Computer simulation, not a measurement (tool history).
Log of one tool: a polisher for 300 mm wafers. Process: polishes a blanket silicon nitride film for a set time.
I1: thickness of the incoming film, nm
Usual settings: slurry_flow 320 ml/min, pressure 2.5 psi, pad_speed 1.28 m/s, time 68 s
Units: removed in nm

{"run": 1, "hour": 0.0, "slurry_flow": 270, "pressure": 2.5, "pad_speed": 1.28, "time": 68, "I1": 609.5, "removed": 117.5}
{"hour": 77.3, "done": "worn pad replaced by a new one"}
{"run": 2, "hour": 88.4, "slurry_flow": 270, "pressure": 2.5, "pad_speed": 1.28, "time": 68, "I1": 602.8, "removed": 118}
{"hour": 164.6, "done": "slurry nozzle cleaned"}
{"run": 3, "hour": 168.4, "slurry_flow": 270, "pressure": 2.5, "pad_speed": 1.28, "time": 68, "I1": 609.4, "removed": 119.3}
{"run": 4, "hour": 241.0, "slurry_flow": 320, "pressure": 2.5, "pad_speed": 1.28, "time": 68, "I1": 601.6, "removed": 120.1}
{"run": 5, "hour": 301.9, "slurry_flow": 320, "pressure": 2.5, "pad_speed": 1.28, "time": 68, "I1": 612.9, "removed": 120.3}
{"hour": 320.0, "done": "head pressure recalibrated"}
{"run": 6, "hour": 341.2, "slurry_flow": 320, "pressure": 2.5, "pad_speed": 1.28, "time": 68, "I1": 608.1, "removed": 121.4}
{"run": 7, "hour": 402.7, "slurry_flow": 320, "pressure": 2.5, "pad_speed": 1.28, "time": 68, "I1": 605.9, "removed": 121.5}
{"run": 8, "hour": 472.3, "slurry_flow": 320, "pressure": 2.5, "pad_speed": 1.28, "time": 68, "I1": 609.6, "removed": 118.9}
{"hour": 544.4, "done": "worn pad replaced by a new one"}
{"run": 9, "hour": 553.7, "slurry_flow": 320, "pressure": 2.5, "pad_speed": 1.28, "time": 68, "I1": 612.4, "removed": 117.8}
{"run": 10, "hour": 610.8, "slurry_flow": 320, "pressure": 2.5, "pad_speed": 1.28, "time": 68, "I1": 614.3, "removed": 120.8}
{"hour": 669.3, "done": "slurry nozzle cleaned"}
{"run": 11, "hour": 683.2, "slurry_flow": 405, "pressure": 2.2, "pad_speed": 1.28, "time": 68, "I1": 612.9, "removed": 112.7}
{"run": 12, "hour": 768.6, "slurry_flow": 405, "pressure": 2.2, "pad_speed": 1.28, "time": 68, "I1": 603.1, "removed": 113.5}
{"run": 13, "hour": 845.3, "slurry_flow": 405, "pressure": 2.2, "pad_speed": 1.28, "time": 68, "I1": 615.7, "removed": 112.9}
{"hour": 853.4, "done": "head pressure recalibrated"}
{"run": 14, "hour": 913.8, "slurry_flow": 320, "pressure": 2.5, "pad_speed": 1.28, "time": 68, "I1": 605.2, "removed": 120}
{"run": 15, "hour": 1013.6, "slurry_flow": 320, "pressure": 2.5, "pad_speed": 1.28, "time": 68, "I1": 604, "removed": 119.9}
{"hour": 1042.4, "done": "worn pad replaced by a new one"}
{"run": 16, "hour": 1121.4, "slurry_flow": 415, "pressure": 1.6, "pad_speed": 1.28, "time": 68, "I1": 607.5, "removed": 96.5}
{"hour": 1135.5, "done": "slurry nozzle cleaned"}
{"run": 17, "hour": 1178.4, "slurry_flow": 320, "pressure": 1.7, "pad_speed": 1.1, "time": 79, "I1": 608.6, "removed": 104.4}
{"run": 18, "hour": 1235.9, "slurry_flow": 245, "pressure": 2.5, "pad_speed": 1.28, "time": 68, "I1": 605.8, "removed": 113.4}
{"run": 19, "hour": 1289.8, "slurry_flow": 320, "pressure": 2.5, "pad_speed": 1.28, "time": 68, "I1": 617.4, "removed": 120.8}
{"hour": 1295.1, "done": "head pressure recalibrated"}
{"run": 20, "hour": 1361.0, "slurry_flow": 320, "pressure": 2.5, "pad_speed": 1.28, "time": 68, "I1": 611, "removed": 120.6}
{"run": 21, "hour": 1468.6, "slurry_flow": 320, "pressure": 2.5, "pad_speed": 1.28, "time": 68, "I1": 599.5, "removed": 121.7}
{"hour": 1489.9, "done": "worn pad replaced by a new one"}
{"run": 22, "hour": 1558.4, "slurry_flow": 320, "pressure": 2.5, "pad_speed": 1.28, "time": 44, "I1": 606.6, "removed": 77.4}
{"run": 23, "hour": 1634.0, "slurry_flow": 320, "pressure": 3.3, "pad_speed": 1.28, "time": 89, "I1": 616.9, "removed": 187.7}
{"run": 24, "hour": 1686.4, "slurry_flow": 385, "pressure": 3.1, "pad_speed": 1.28, "time": 68, "I1": 611.9, "removed": 139.4}
{"hour": 1729.6, "done": "slurry nozzle cleaned"}
{"run": 25, "hour": 1766.4, "slurry_flow": 320, "pressure": 2.5, "pad_speed": 1.28, "time": 68, "I1": 605.7, "removed": 123.7}
{"hour": 1818.8, "done": "head pressure recalibrated"}
{"run": 26, "hour": 1839.7, "slurry_flow": 395, "pressure": 2.8, "pad_speed": 1.7, "time": 61, "I1": 607.7, "removed": 137.7}
{"run": 27, "hour": 1882.8, "slurry_flow": 320, "pressure": 2.5, "pad_speed": 1.44, "time": 68, "I1": 611.4, "removed": 128.2}
{"run": 28, "hour": 1938.2, "slurry_flow": 320, "pressure": 2.5, "pad_speed": 1.28, "time": 68, "I1": 617.9, "removed": 123}
{"hour": 2011.9, "done": "worn pad replaced by a new one"}
{"hour": 2187.9, "done": "slurry nozzle cleaned"}
{"run": 29, "hour": 2250.7, "slurry_flow": 320, "pressure": 2.5, "pad_speed": 1.68, "time": 55, "I1": 608.1, "removed": 112.8}
{"run": 30, "hour": 2298.6, "slurry_flow": 220, "pressure": 2.5, "pad_speed": 1.28, "time": 78, "I1": 605.5, "removed": 135.1}
{"hour": 2393.9, "done": "head pressure recalibrated"}
{"hour": 2571.9, "done": "worn pad replaced by a new one"}
{"run": 31, "hour": 2572.7, "slurry_flow": 410, "pressure": 2.5, "pad_speed": 1.52, "time": 68, "I1": 609.3, "removed": 135.3}

4 options for the next run, each taken on its own from the tool as it stands now. Forecast them:
{"run": "A", "hour": 2573.1, "slurry_flow": 320, "pressure": 2.5, "pad_speed": 1.28, "time": 68, "I1": 615.3, "removed": "?"}
{"run": "B", "hour": 2573.1, "slurry_flow": 350, "pressure": 2, "pad_speed": 1.16, "time": 91, "I1": 615.3, "removed": "?"}
{"run": "C", "hour": 2573.1, "slurry_flow": 320, "pressure": 3.2, "pad_speed": 0.86, "time": 68, "I1": 615.3, "removed": "?"}
{"run": "D", "hour": 2573.1, "slurry_flow": 260, "pressure": 2.1, "pad_speed": 0.9, "time": 76, "I1": 615.3, "removed": "?"}

run=A removed=119.2
run=B removed=134.1
run=C removed=113.5
run=D removed=98.2
Without the tool's hidden state the same runs would have given:
run=A removed=119.2
run=B removed=134.1
run=C removed=113.5
run=D removed=98.2
